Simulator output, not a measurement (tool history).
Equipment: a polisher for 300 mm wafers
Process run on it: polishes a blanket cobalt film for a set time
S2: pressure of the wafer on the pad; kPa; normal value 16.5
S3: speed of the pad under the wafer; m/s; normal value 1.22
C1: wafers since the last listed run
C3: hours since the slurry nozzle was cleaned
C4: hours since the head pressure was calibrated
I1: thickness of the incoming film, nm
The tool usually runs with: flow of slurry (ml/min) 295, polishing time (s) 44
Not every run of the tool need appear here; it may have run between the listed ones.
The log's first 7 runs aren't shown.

At hour 89.7: worn pad replaced by a new one.
Run 8, hour 94.0: usual settings; C1 318; wafers polished on this pad 56; C3 317.8; C4 514.1; I1 914.8. Result: film removed (Å) 2958.
Run 9, hour 101.8: usual settings; C1 103; wafers polished on this pad 160; C3 325.6; C4 521.9; I1 922.4. Result: film removed (Å) 2954.
Run 10, hour 112.9: usual settings; C1 147; wafers polished on this pad 307; C3 336.7; C4 533.0; I1 925.7. Result: film removed (Å) 2888.
At hour 119.6: slurry nozzle cleaned.
Run 11, hour 128.0: usual settings; C1 186; wafers polished on this pad 494; C3 8.4; C4 548.1; I1 914.3. Result: film removed (Å) 2921.
Run 12, hour 138.6: usual settings; C1 140; wafers polished on this pad 635; C3 19.0; C4 558.7; I1 938.1. Result: film removed (Å) 2894.
Run 13, hour 151.2: usual settings; C1 167; wafers polished on this pad 802; C3 31.6; C4 571.3; I1 922.5. Result: film removed (Å) 2914.
Run 14, hour 158.3: usual settings; C1 94; wafers polished on this pad 896; C3 38.7; C4 578.4; I1 914.7. Result: film removed (Å) 2859.
Run 15, hour 171.1: usual settings; C1 169; wafers polished on this pad 1066; C3 51.5; C4 591.2; I1 918.6. Result: film removed (Å) 2860.
Run 16, hour 181.0: usual settings but S2 15.2 kPa; C1 131; wafers polished on this pad 1197; C3 61.4; C4 601.1; I1 926.6. Result: film removed (Å) 2586.
At hour 187.3: worn pad replaced by a new one.
Run 17, hour 194.4: usual settings but S2 15.2 kPa; C1 124; wafers polished on this pad 94; C3 74.8; C4 614.5; I1 928.9. Result: film removed (Å) 2748.
Run 18, hour 204.0: usual settings but S2 15.2 kPa; C1 127; wafers polished on this pad 221; C3 84.4; C4 624.1; I1 928.3. Result: film removed (Å) 2714.
Run 19, hour 220.2: usual settings; C1 214; wafers polished on this pad 436; C3 100.6; C4 640.3; I1 929.0. Result: film removed (Å) 2959.
Run 20, hour 228.8: usual settings but S2 13.1 kPa; C1 114; wafers polished on this pad 550; C3 109.2; C4 648.9; I1 949.7. Result: film removed (Å) 2342.
Run 21, hour 237.7: usual settings; C1 118; wafers polished on this pad 668; C3 118.1; C4 657.8; I1 921.7. Result: film removed (Å) 2884.
Run 22, hour 246.5: usual settings but flow of slurry (ml/min) 220, S3 1.00 m/s; C1 116; wafers polished on this pad 785; C3 126.9; C4 666.6; I1 933.7. Result: film removed (Å) 2268.
Run 23, hour 253.7: usual settings; C1 95; wafers polished on this pad 880; C3 134.1; C4 673.8; I1 946.1. Result: film removed (Å) 2969.
Run 24, hour 264.4: usual settings but flow of slurry (ml/min) 250, S2 13.1 kPa, S3 0.84 m/s; C1 141; wafers polished on this pad 1022; C3 144.8; C4 684.5; I1 929.2. Result: film removed (Å) 1546.
Run 25, hour 273.0: usual settings but S2 19.3 kPa, polishing time (s) 59; C1 114; wafers polished on this pad 1136; C3 153.4; C4 693.1; I1 915.6. Result: film removed (Å) 4529.
At hour 278.2: worn pad replaced by a new one.
At hour 281.0: head pressure recalibrated.
Run 26, hour 281.5: usual settings but S2 15.2 kPa; C1 33; wafers polished on this pad 16; C3 161.9; C4 0.5; I1 938.9. Result: film removed (Å) 2471.

Expected results for the next run?
Run 27, hour 288.4: usual settings but S3 1.02 m/s; C1 91; wafers polished on this pad 108; C3 168.8; C4 7.4; I1 913.2. Result: film removed (Å) ?.

For run 27 the tool returned film removed (Å) 2254.
With the hidden condition absent and the run-to-run variation left alone, this run would have shown film removed (Å) 2305.
